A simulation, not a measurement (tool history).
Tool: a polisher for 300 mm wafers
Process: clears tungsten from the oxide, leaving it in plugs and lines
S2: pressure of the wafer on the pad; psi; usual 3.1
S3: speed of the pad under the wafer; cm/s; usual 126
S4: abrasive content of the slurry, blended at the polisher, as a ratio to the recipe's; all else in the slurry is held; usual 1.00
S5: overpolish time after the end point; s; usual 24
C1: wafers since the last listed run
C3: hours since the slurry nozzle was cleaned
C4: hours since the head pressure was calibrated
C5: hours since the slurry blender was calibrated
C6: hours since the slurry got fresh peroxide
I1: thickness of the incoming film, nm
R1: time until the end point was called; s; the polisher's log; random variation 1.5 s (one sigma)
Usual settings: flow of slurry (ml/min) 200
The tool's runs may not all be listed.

{"run": 1, "day": 0.0, "flow of slurry (ml/min)": 200, "S2": 3.1, "S3": 126, "S4": 1.0, "S5": 24, "C1": 0, "wafers polished on this pad": 3626, "C3": 373.7, "C4": 579.8, "C5": 319.4, "C6": 230.6, "I1": 529.1, "R1": 110.0}
{"day": 3.371, "done": "head pressure recalibrated"}
{"run": 2, "day": 9.125, "flow of slurry (ml/min)": 200, "S2": 3.1, "S3": 126, "S4": 1.0, "S5": 24, "C1": 1819, "wafers polished on this pad": 5446, "C3": 592.7, "C4": 138.1, "C5": 538.4, "C6": 449.6, "I1": 528.7, "R1": 112.5}
{"day": 10.812, "done": "worn pad replaced by a new one"}
{"day": 11.429, "done": "slurry nozzle cleaned"}
{"run": 3, "day": 12.383, "flow of slurry (ml/min)": 200, "S2": 3.1, "S3": 126, "S4": 1.0, "S5": 20, "C1": 613, "wafers polished on this pad": 307, "C3": 22.9, "C4": 216.3, "C5": 616.6, "C6": 527.8, "I1": 535.3, "R1": 117.0}
{"day": 14.083, "done": "slurry tank refilled with fresh slurry and peroxide"}
{"day": 15.121, "done": "slurry blender recalibrated"}
{"run": 4, "day": 16.046, "flow of slurry (ml/min)": 200, "S2": 3.1, "S3": 126, "S4": 1.0, "S5": 20, "C1": 712, "wafers polished on this pad": 1019, "C3": 110.8, "C4": 304.2, "C5": 22.2, "C6": 47.1, "I1": 530.8, "R1": 104.4}
{"run": 5, "day": 20.262, "flow of slurry (ml/min)": 200, "S2": 4.0, "S3": 126, "S4": 1.0, "S5": 24, "C1": 848, "wafers polished on this pad": 1868, "C3": 212.0, "C4": 405.4, "C5": 123.4, "C6": 148.3, "I1": 524.1, "R1": 81.6}
{"run": 6, "day": 23.8, "flow of slurry (ml/min)": 200, "S2": 4.0, "S3": 126, "S4": 1.0, "S5": 24, "C1": 712, "wafers polished on this pad": 2580, "C3": 296.9, "C4": 490.3, "C5": 208.3, "C6": 233.2, "I1": 521.9, "R1": 84.6}
{"run": 7, "day": 26.496, "flow of slurry (ml/min)": 200, "S2": 3.1, "S3": 84, "S4": 1.2, "S5": 24, "C1": 542, "wafers polished on this pad": 3123, "C3": 361.6, "C4": 555.0, "C5": 273.0, "C6": 297.9, "I1": 528.5, "R1": 141.4}
{"day": 26.992, "done": "head pressure recalibrated"}
{"day": 35.783, "done": "slurry nozzle cleaned"}
{"run": 8, "day": 36.854, "flow of slurry (ml/min)": 200, "S2": 3.1, "S3": 126, "S4": 1.0, "S5": 20, "C1": 2059, "wafers polished on this pad": 5182, "C3": 25.7, "C4": 236.7, "C5": 521.6, "C6": 546.5, "I1": 535.5, "R1": 113.0}
{"day": 38.133, "done": "slurry tank refilled with fresh slurry and peroxide"}
{"day": 38.771, "done": "slurry blender recalibrated"}
{"run": 9, "day": 39.058, "flow of slurry (ml/min)": 200, "S2": 3.1, "S3": 126, "S4": 1.25, "S5": 24, "C1": 418, "wafers polished on this pad": 5601, "C3": 78.6, "C4": 289.6, "C5": 6.9, "C6": 22.2, "I1": 531.3, "R1": 97.4}
{"day": 41.1, "done": "worn pad replaced by a new one"}
{"run": 10, "day": 42.871, "flow of slurry (ml/min)": 255, "S2": 3.1, "S3": 126, "S4": 1.0, "S5": 24, "C1": 733, "wafers polished on this pad": 356, "C3": 170.1, "C4": 381.1, "C5": 98.4, "C6": 113.7, "I1": 529.2, "R1": 101.8}
{"run": 11, "day": 46.129, "flow of slurry (ml/min)": 200, "S2": 3.1, "S3": 126, "S4": 1.0, "S5": 24, "C1": 655, "wafers polished on this pad": 1012, "C3": 248.3, "C4": 459.3, "C5": 176.6, "C6": 191.9, "I1": 530.4, "R1": 107.4}
{"run": 12, "day": 50.762, "flow of slurry (ml/min)": 200, "S2": 3.1, "S3": 126, "S4": 1.0, "S5": 24, "C1": 932, "wafers polished on this pad": 1945, "C3": 359.5, "C4": 570.5, "C5": 287.8, "C6": 303.1, "I1": 532.5, "R1": 105.8}
{"run": 13, "day": 54.688, "flow of slurry (ml/min)": 200, "S2": 2.1, "S3": 126, "S4": 1.3, "S5": 24, "C1": 789, "wafers polished on this pad": 2735, "C3": 453.7, "C4": 664.7, "C5": 382.0, "C6": 397.3, "I1": 529.3, "R1": 141.1}
{"day": 56.917, "done": "head pressure recalibrated"}
{"run": 14, "day": 56.958, "flow of slurry (ml/min)": 200, "S2": 3.1, "S3": 126, "S4": 1.0, "S5": 19, "C1": 440, "wafers polished on this pad": 3175, "C3": 508.2, "C4": 1.0, "C5": 436.5, "C6": 451.8, "I1": 532.4, "R1": 109.3}
{"run": 15, "day": 60.646, "flow of slurry (ml/min)": 200, "S2": 3.1, "S3": 126, "S4": 1.0, "S5": 24, "C1": 742, "wafers polished on this pad": 3917, "C3": 596.7, "C4": 89.5, "C5": 525.0, "C6": 540.3, "I1": 527.8, "R1": 114.7}
{"day": 61.646, "done": "slurry nozzle cleaned"}
{"run": 16, "day": 62.9, "flow of slurry (ml/min)": 200, "S2": 3.1, "S3": 126, "S4": 1.0, "S5": 24, "C1": 445, "wafers polished on this pad": 4362, "C3": 30.1, "C4": 143.6, "C5": 579.1, "C6": 594.4, "I1": 533.6, "R1": 117.5}
{"day": 65.433, "done": "slurry blender recalibrated"}
{"day": 65.521, "done": "slurry tank refilled with fresh slurry and peroxide"}
{"run": 17, "day": 66.958, "flow of slurry (ml/min)": 200, "S2": 3.9, "S3": 84, "S4": 1.0, "S5": 24, "C1": 791, "wafers polished on this pad": 5154, "C3": 127.5, "C4": 241.0, "C5": 36.6, "C6": 34.5, "I1": 531.3, "R1": 117.8}
{"day": 67.996, "done": "worn pad replaced by a new one"}
{"run": 18, "day": 70.346, "flow of slurry (ml/min)": 200, "S2": 3.1, "S3": 126, "S4": 1.0, "S5": 24, "C1": 648, "wafers polished on this pad": 472, "C3": 208.8, "C4": 322.3, "C5": 117.9, "C6": 115.8, "I1": 523.8, "R1": 104.7}
{"run": 19, "day": 74.375, "flow of slurry (ml/min)": 200, "S2": 3.1, "S3": 88, "S4": 1.0, "S5": 24, "C1": 810, "wafers polished on this pad": 1283, "C3": 305.5, "C4": 419.0, "C5": 214.6, "C6": 212.5, "I1": 532.8, "R1": 144.2}
{"run": 20, "day": 76.317, "flow of slurry (ml/min)": 200, "S2": 2.6, "S3": 148, "S4": 1.0, "S5": 37, "C1": 390, "wafers polished on this pad": 1674, "C3": 352.1, "C4": 465.6, "C5": 261.2, "C6": 259.1, "I1": 538.0, "R1": 110.2}
{"run": 21, "day": 79.7, "flow of slurry (ml/min)": 155, "S2": 3.1, "S3": 126, "S4": 1.0, "S5": 24, "C1": 680, "wafers polished on this pad": 2355, "C3": 433.3, "C4": 546.8, "C5": 342.4, "C6": 340.3, "I1": 535.8, "R1": 112.0}
{"day": 79.992, "done": "head pressure recalibrated"}
{"run": 22, "day": 82.375, "flow of slurry (ml/min)": 140, "S2": 3.1, "S3": 126, "S4": 0.8, "S5": 19, "C1": 521, "wafers polished on this pad": 2877, "C3": 497.5, "C4": 57.2, "C5": 406.6, "C6": 404.5, "I1": 531.0, "R1": 122.5}
{"run": 23, "day": 84.8, "flow of slurry (ml/min)": 180, "S2": 3.1, "S3": 148, "S4": 1.0, "S5": 29, "C1": 488, "wafers polished on this pad": 3365, "C3": 555.7, "C4": 115.4, "C5": 464.8, "C6": 462.7, "I1": 520.9, "R1": 97.5}
{"day": 85.925, "done": "slurry nozzle cleaned"}
{"run": 24, "day": 87.642, "flow of slurry (ml/min)": 200, "S2": 4.1, "S3": 126, "S4": 1.0, "S5": 24, "C1": 563, "wafers polished on this pad": 3928, "C3": 41.2, "C4": 183.6, "C5": 533.0, "C6": 530.9, "I1": 521.0, "R1": 86.8}
{"run": 25, "day": 89.454, "flow of slurry (ml/min)": 200, "S2": 3.1, "S3": 126, "S4": 1.2, "S5": 24, "C1": 364, "wafers polished on this pad": 4293, "C3": 84.7, "C4": 227.1, "C5": 576.5, "C6": 574.4, "I1": 538.8, "R1": 109.6}
{"run": 26, "day": 91.375, "flow of slurry (ml/min)": 200, "S2": 3.1, "S3": 126, "S4": 1.0, "S5": 24, "C1": 386, "wafers polished on this pad": 4680, "C3": 130.8, "C4": 273.2, "C5": 622.6, "C6": 620.5, "I1": 533.0, "R1": 115.8}
{"day": 92.408, "done": "slurry tank refilled with fresh slurry and peroxide"}
{"run": 27, "day": 93.721, "flow of slurry (ml/min)": 200, "S2": 3.1, "S3": 86, "S4": 1.0, "S5": 36, "C1": 463, "wafers polished on this pad": 5143, "C3": 187.1, "C4": 329.5, "C5": 678.9, "C6": 31.5, "I1": 527.6, "R1": 161.6}

3 ways to go on from here, each from the tool as it stands after run 27. What would each give?
{"run": "A", "day": 93.742, "flow of slurry (ml/min)": 200, "S2": 3.1, "S3": 126, "S4": 1.0, "S5": 18, "C1": 4, "wafers polished on this pad": 5148, "C3": 187.6, "C4": 330.0, "C5": 679.4, "C6": 32.0, "I1": 533.7, "R1": "?"}
{"run": "B", "day": 93.742, "flow of slurry (ml/min)": 200, "S2": 3.1, "S3": 126, "S4": 0.9, "S5": 24, "C1": 4, "wafers polished on this pad": 5148, "C3": 187.6, "C4": 330.0, "C5": 679.4, "C6": 32.0, "I1": 533.7, "R1": "?"}
{"run": "C", "day": 93.742, "flow of slurry (ml/min)": 200, "S2": 3.7, "S3": 126, "S4": 1.1, "S5": 16, "C1": 4, "wafers polished on this pad": 5148, "C3": 187.6, "C4": 330.0, "C5": 679.4, "C6": 32.0, "I1": 533.7, "R1": "?"}

run=A R1=119.4
run=B R1=122.8
run=C R1=98.9
Without the tool's hidden state the same runs would have given:
run=A R1=103.2
run=B R1=106.3
run=C R1=85.3
